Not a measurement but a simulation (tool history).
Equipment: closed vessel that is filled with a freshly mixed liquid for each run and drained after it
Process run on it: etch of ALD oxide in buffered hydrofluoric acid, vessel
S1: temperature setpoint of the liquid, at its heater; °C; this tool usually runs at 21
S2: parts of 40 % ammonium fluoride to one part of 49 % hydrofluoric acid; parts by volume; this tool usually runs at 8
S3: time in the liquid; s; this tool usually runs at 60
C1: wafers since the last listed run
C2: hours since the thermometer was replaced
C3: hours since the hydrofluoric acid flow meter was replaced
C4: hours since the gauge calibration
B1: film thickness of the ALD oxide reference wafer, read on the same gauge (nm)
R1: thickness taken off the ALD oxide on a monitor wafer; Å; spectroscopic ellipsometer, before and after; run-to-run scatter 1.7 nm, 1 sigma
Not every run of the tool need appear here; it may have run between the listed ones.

{"run": 1, "hour": 0.0, "S1": 21, "S2": 8, "S3": 60, "C1": 0, "C2": 1642.7, "C3": 617.1, "C4": 11.0, "B1": 90.0, "R1": 2099.5}
{"run": 2, "hour": 41.8, "S1": 21, "S2": 8, "S3": 60, "C1": 6161, "C2": 1684.5, "C3": 658.9, "C4": 52.8, "B1": 90.01, "R1": 2082.0}
{"run": 3, "hour": 66.3, "S1": 21, "S2": 8, "S3": 60, "C1": 3611, "C2": 1709.0, "C3": 683.4, "C4": 77.3, "B1": 90.0, "R1": 2088.1}
{"run": 4, "hour": 85.2, "S1": 21, "S2": 8, "S3": 60, "C1": 2785, "C2": 1727.9, "C3": 702.3, "C4": 96.2, "B1": 90.01, "R1": 2087.3}
{"run": 5, "hour": 99.1, "S1": 21, "S2": 8, "S3": 60, "C1": 2048, "C2": 1741.8, "C3": 716.2, "C4": 110.1, "B1": 90.01, "R1": 2088.6}
{"run": 6, "hour": 127.4, "S1": 21, "S2": 8, "S3": 50, "C1": 4171, "C2": 1770.1, "C3": 744.5, "C4": 138.4, "B1": 90.0, "R1": 1731.3}
{"hour": 141.2, "done": "thermometer replaced"}
{"run": 7, "hour": 156.4, "S1": 21, "S2": 8, "S3": 50, "C1": 4127, "C2": 15.2, "C3": 773.5, "C4": 167.4, "B1": 89.99, "R1": 1743.8}
{"hour": 164.0, "done": "hydrofluoric acid flow meter replaced"}
{"run": 8, "hour": 179.3, "S1": 21, "S2": 8, "S3": 60, "C1": 3227, "C2": 38.1, "C3": 15.3, "C4": 190.3, "B1": 89.99, "R1": 2117.2}
{"hour": 195.1, "done": "gauge calibrated"}
{"run": 9, "hour": 195.4, "S1": 21, "S2": 5, "S3": 50, "C1": 2373, "C2": 54.2, "C3": 31.4, "C4": 0.3, "B1": 90.03, "R1": 2720.5}
{"run": 10, "hour": 230.6, "S1": 21, "S2": 8, "S3": 70, "C1": 5188, "C2": 89.4, "C3": 66.6, "C4": 35.5, "B1": 90.0, "R1": 2447.9}
{"run": 11, "hour": 265.3, "S1": 21, "S2": 5, "S3": 50, "C1": 5114, "C2": 124.1, "C3": 101.3, "C4": 70.2, "B1": 90.01, "R1": 2721.2}
{"run": 12, "hour": 290.1, "S1": 21, "S2": 8, "S3": 30, "C1": 3655, "C2": 148.9, "C3": 126.1, "C4": 95.0, "B1": 89.99, "R1": 1062.8}
{"run": 13, "hour": 318.4, "S1": 21, "S2": 8, "S3": 60, "C1": 4171, "C2": 177.2, "C3": 154.4, "C4": 123.3, "B1": 89.98, "R1": 2093.3}

For run 14, what comes out?
{"run": 14, "hour": 344.1, "S1": 21, "S2": 7, "S3": 35, "C1": 3788, "C2": 202.9, "C3": 180.1, "C4": 149.0, "B1": "?", "R1": "?"}

{"run 14": {"B1": 89.99, "R1": 1388.1}}
With the hidden condition absent and the run-to-run variation left alone, this run would have shown R1 1388.1 Å.

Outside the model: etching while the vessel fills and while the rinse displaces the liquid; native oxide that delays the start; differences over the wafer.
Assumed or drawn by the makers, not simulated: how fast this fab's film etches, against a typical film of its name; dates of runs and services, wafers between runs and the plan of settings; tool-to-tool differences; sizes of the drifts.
